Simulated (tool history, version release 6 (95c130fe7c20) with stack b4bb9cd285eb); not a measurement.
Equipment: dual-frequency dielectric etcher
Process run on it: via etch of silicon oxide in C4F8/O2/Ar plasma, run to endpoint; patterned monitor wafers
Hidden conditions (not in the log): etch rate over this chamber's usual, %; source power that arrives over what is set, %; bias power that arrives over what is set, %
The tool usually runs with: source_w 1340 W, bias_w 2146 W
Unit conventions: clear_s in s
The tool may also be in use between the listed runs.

run	day	source_w	bias_w	wafers since the last listed run	hours since the last wet clean	hours since the last source power generator calibration	hours since the last bias power generator calibration	hours since the last upper electrode change	incoming incoming film thickness, nm	clear_s
1	0	1340	2146	0	272.1	2798.5	3328.9	4763.6	1220.6	284
2	4.338	1340	2146	489	376.2	2902.6	3433	4867.7	1222.6	281.9
3	7.496	1340	2146	356	452	2978.4	3508.8	4943.5	1217.4	276.5
# day 10.529: wet clean of the chamber
4	10.55	1600	1946	231	0.5	3051.7	3582.1	5016.8	1206.4	278.1
5	13.608	1600	1946	344	73.9	3125.1	3655.5	5090.2	1212.4	276.5
6	15.542	1600	1946	218	120.3	3171.5	3701.9	5136.6	1206.4	274.7
7	17.642	1340	1725	236	170.7	3221.9	3752.3	5187	1208.6	299.6
8	27.592	1340	1725	1122	409.5	3460.7	3991.1	5425.8	1209.6	292.7
9	29.725	1510	2146	240	460.7	3511.9	4042.3	5477	1213.7	269.5
# day 32.304: wet clean of the chamber
10	37.971	1340	2559	817	136	3709.8	4240.2	5674.9	1211.8	254.7
11	40.688	1340	2559	306	201.2	3775	4305.4	5740.1	1207	252.3
# day 43.321: upper electrode replaced
12	44.275	1340	2146	291	287.3	3861.1	4391.5	22.9	1221.6	267.5
13	46.883	1340	2146	294	349.9	3923.7	4454.1	85.5	1211.5	267.7
14	48.554	1340	2146	188	390	3963.8	4494.2	125.6	1221.5	272.3
# day 51.438: source power generator calibrated
15	52.454	1250	1735	421	483.6	24.4	4587.8	219.2	1205.2	288.5
# day 55.883: wet clean of the chamber, repeated, since the last time left the tool worse
16	56.729	1340	1725	369	20.3	127	4690.4	321.8	1216.9	300.9
17	61.071	1120	2484	489	124.5	231.2	4794.6	426	1215.8	280.3
18	64.033	1340	2654	334	195.6	302.3	4865.7	497.1	1219.1	261.8
# day 65.292: bias power generator calibrated
19	66.25	1520	2284	231	248.8	355.5	23	550.3	1222.3	268.8
20	70.225	1550	1725	448	344.2	450.9	118.4	645.7	1214.2	289
# day 76.688: wet clean of the chamber
21	81.829	1340	2146	1196	123.4	729.4	396.9	924.2	1227.8	282.6
22	85.617	1340	2011	427	214.3	820.3	487.8	1015.1	1196.7	282.7
23	87.95	1660	2321	263	270.3	876.3	543.8	1071.1	1193.9	255.7
24	91.079	1180	2146	352	345.4	951.4	618.9	1146.2	1204.6	285.5
25	95.192	1590	1624	463	444.1	1050.1	717.6	1244.9	1214.4	288.9
26	97.25	1630	1694	232	493.5	1099.5	767	1294.3	1212.9	285.1
# day 98.662: wet clean of the chamber
27	98.929	1620	2146	76	6.4	1139.8	807.3	1334.6	1211.4	269.1

Branching from run 27: 3 alternative next runs. What would each branch give?
A	98.95	1460	2146	2	6.9	1140.3	807.8	1335.1	1222.5	?
B	98.95	1340	2348	2	6.9	1140.3	807.8	1335.1	1222.5	?
C	98.95	1610	1929	2	6.9	1140.3	807.8	1335.1	1222.5	?

run	clear_s
A	275
B	272.9
C	277.4
Stripped of hidden state, with their random variation kept, the same runs would have yielded:
run	clear_s
A	276.4
B	274.3
C	278.8
